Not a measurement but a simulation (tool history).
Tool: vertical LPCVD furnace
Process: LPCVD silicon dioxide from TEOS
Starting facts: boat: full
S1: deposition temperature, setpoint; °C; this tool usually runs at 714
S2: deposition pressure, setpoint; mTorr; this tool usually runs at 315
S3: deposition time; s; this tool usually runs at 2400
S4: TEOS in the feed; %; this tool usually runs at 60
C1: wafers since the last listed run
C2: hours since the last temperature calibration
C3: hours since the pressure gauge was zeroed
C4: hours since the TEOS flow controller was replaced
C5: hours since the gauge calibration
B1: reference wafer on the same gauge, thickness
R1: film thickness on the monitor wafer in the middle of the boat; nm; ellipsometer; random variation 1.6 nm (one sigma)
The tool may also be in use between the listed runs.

| run | hour | S1 | S2 | S3 | S4 | C1 | C2 | C3 | C4 | C5 | B1 | R1 |
|---|---|---|---|---|---|---|---|---|---|---|---|---|
| 1 | 0.0 | 722 | 315 | 2400 | 60 | 0 | 4186.0 | 1137.1 | 3888.0 | 573.4 | 296.94 | 437.27 |
| 2 | 66.5 | 722 | 315 | 2400 | 60 | 1282 | 4252.5 | 1203.6 | 3954.5 | 639.9 | 297.07 | 444.67 |
| 3 | 136.7 | 710 | 290 | 2400 | 60 | 1353 | 4322.7 | 1273.8 | 4024.7 | 710.1 | 296.88 | 323.76 |
| 4 | 199.2 | 710 | 290 | 2400 | 60 | 1205 | 4385.2 | 1336.3 | 4087.2 | 772.6 | 296.97 | 324.78 |
|  | 225.4 | thermocouples replaced and temperature profile calibrated |
| 5 | 228.6 | 714 | 315 | 2400 | 67 | 104 | 3.2 | 1365.7 | 4116.6 | 802.0 | 296.74 | 395.09 |
| 6 | 267.8 | 707 | 315 | 2670 | 60 | 756 | 42.4 | 1404.9 | 4155.8 | 841.2 | 297.04 | 352.37 |
| 7 | 301.2 | 707 | 315 | 2670 | 60 | 644 | 75.8 | 1438.3 | 4189.2 | 874.6 | 296.87 | 350.97 |
| 8 | 328.5 | 714 | 315 | 2400 | 52 | 526 | 103.1 | 1465.6 | 4216.5 | 901.9 | 297.03 | 347.45 |
| 9 | 390.6 | 714 | 375 | 2400 | 60 | 1197 | 165.2 | 1527.7 | 4278.6 | 964.0 | 296.95 | 407.27 |
| 10 | 453.9 | 704 | 370 | 1770 | 64 | 1220 | 228.5 | 1591.0 | 4341.9 | 1027.3 | 296.94 | 243.93 |
| 11 | 504.6 | 714 | 315 | 1680 | 60 | 977 | 279.2 | 1641.7 | 4392.6 | 1078.0 | 297.19 | 259.77 |
| 12 | 529.2 | 714 | 315 | 2400 | 60 | 474 | 303.8 | 1666.3 | 4417.2 | 1102.6 | 296.49 | 372.31 |
| 13 | 583.7 | 722 | 315 | 3060 | 60 | 1051 | 358.3 | 1720.8 | 4471.7 | 1157.1 | 297.17 | 569.22 |
|  | 655.0 | pressure gauge zeroed |
| 14 | 655.5 | 721 | 315 | 3000 | 56 | 921 | 430.1 | 0.5 | 4543.5 | 1228.9 | 296.95 | 515.12 |
| 15 | 689.9 | 714 | 315 | 2910 | 60 | 663 | 464.5 | 34.9 | 4577.9 | 1263.3 | 296.61 | 445.31 |
| 16 | 719.3 | 708 | 315 | 3150 | 60 | 567 | 493.9 | 64.3 | 4607.3 | 1292.7 | 297.12 | 418.95 |
| 17 | 754.9 | 714 | 360 | 2400 | 71 | 686 | 529.5 | 99.9 | 4642.9 | 1328.3 | 296.80 | 424.73 |
|  | 813.3 | TEOS flow controller replaced |
| 18 | 839.4 | 714 | 315 | 2400 | 60 | 1166 | 614.0 | 184.4 | 26.1 | 1412.8 | 296.69 | 365.18 |
| 19 | 889.2 | 714 | 315 | 2880 | 60 | 960 | 663.8 | 234.2 | 75.9 | 1462.6 | 297.01 | 438.26 |
| 20 | 956.2 | 724 | 315 | 2400 | 60 | 1292 | 730.8 | 301.2 | 142.9 | 1529.6 | 296.90 | 455.35 |
| 21 | 1023.2 | 714 | 315 | 2400 | 60 | 1292 | 797.8 | 368.2 | 209.9 | 1596.6 | 297.54 | 364.93 |
|  | 1031.9 | gauge calibrated |
| 22 | 1059.9 | 714 | 315 | 2400 | 60 | 707 | 834.5 | 404.9 | 246.6 | 28.0 | 297.16 | 364.80 |
| 23 | 1181.8 | 714 | 250 | 1740 | 63 | 2350 | 956.4 | 526.8 | 368.5 | 149.9 | 297.23 | 242.23 |
| 24 | 1252.8 | 714 | 315 | 2400 | 60 | 1369 | 1027.4 | 597.8 | 439.5 | 220.9 | 297.40 | 364.61 |
| 25 | 1310.1 | 714 | 315 | 2400 | 60 | 1105 | 1084.7 | 655.1 | 496.8 | 278.2 | 297.27 | 366.82 |
| 26 | 1369.0 | 714 | 315 | 2970 | 51 | 1135 | 1143.6 | 714.0 | 555.7 | 337.1 | 296.98 | 415.29 |
| 27 | 1403.9 | 705 | 315 | 1650 | 60 | 673 | 1178.5 | 748.9 | 590.6 | 372.0 | 297.11 | 203.69 |
| 28 | 1472.6 | 714 | 315 | 2400 | 60 | 1324 | 1247.2 | 817.6 | 659.3 | 440.7 | 297.18 | 368.81 |
| 29 | 1541.2 | 714 | 240 | 2400 | 60 | 1323 | 1315.8 | 886.2 | 727.9 | 509.3 | 296.94 | 320.99 |
| 30 | 1589.3 | 722 | 315 | 2400 | 67 | 927 | 1363.9 | 934.3 | 776.0 | 557.4 | 296.80 | 465.59 |

Alternative continuations, all from the tool just after run 30; predict every row:
| A | 1593.5 | 714 | 365 | 2400 | 60 | 81 | 1368.1 | 938.5 | 780.2 | 561.6 | ? | ? |
| B | 1593.5 | 721 | 315 | 2400 | 60 | 81 | 1368.1 | 938.5 | 780.2 | 561.6 | ? | ? |
| C | 1593.5 | 703 | 315 | 2400 | 60 | 81 | 1368.1 | 938.5 | 780.2 | 561.6 | ? | ? |
| D | 1593.5 | 714 | 290 | 1650 | 60 | 81 | 1368.1 | 938.5 | 780.2 | 561.6 | ? | ? |
| E | 1593.5 | 708 | 375 | 3240 | 52 | 81 | 1368.1 | 938.5 | 780.2 | 561.6 | ? | ? |

| run | B1 | R1 |
|---|---|---|
| A | 296.93 | 395.35 |
| B | 296.93 | 429.92 |
| C | 296.93 | 285.76 |
| D | 296.93 | 242.45 |
| E | 296.93 | 439.37 |
Take away the tool's hidden state, keep each run's random variation, and the runs would have read:
| run | R1 |
|---|---|
| A | 394.22 |
| B | 428.50 |
| C | 284.82 |
| D | 241.58 |
| E | 438.15 |
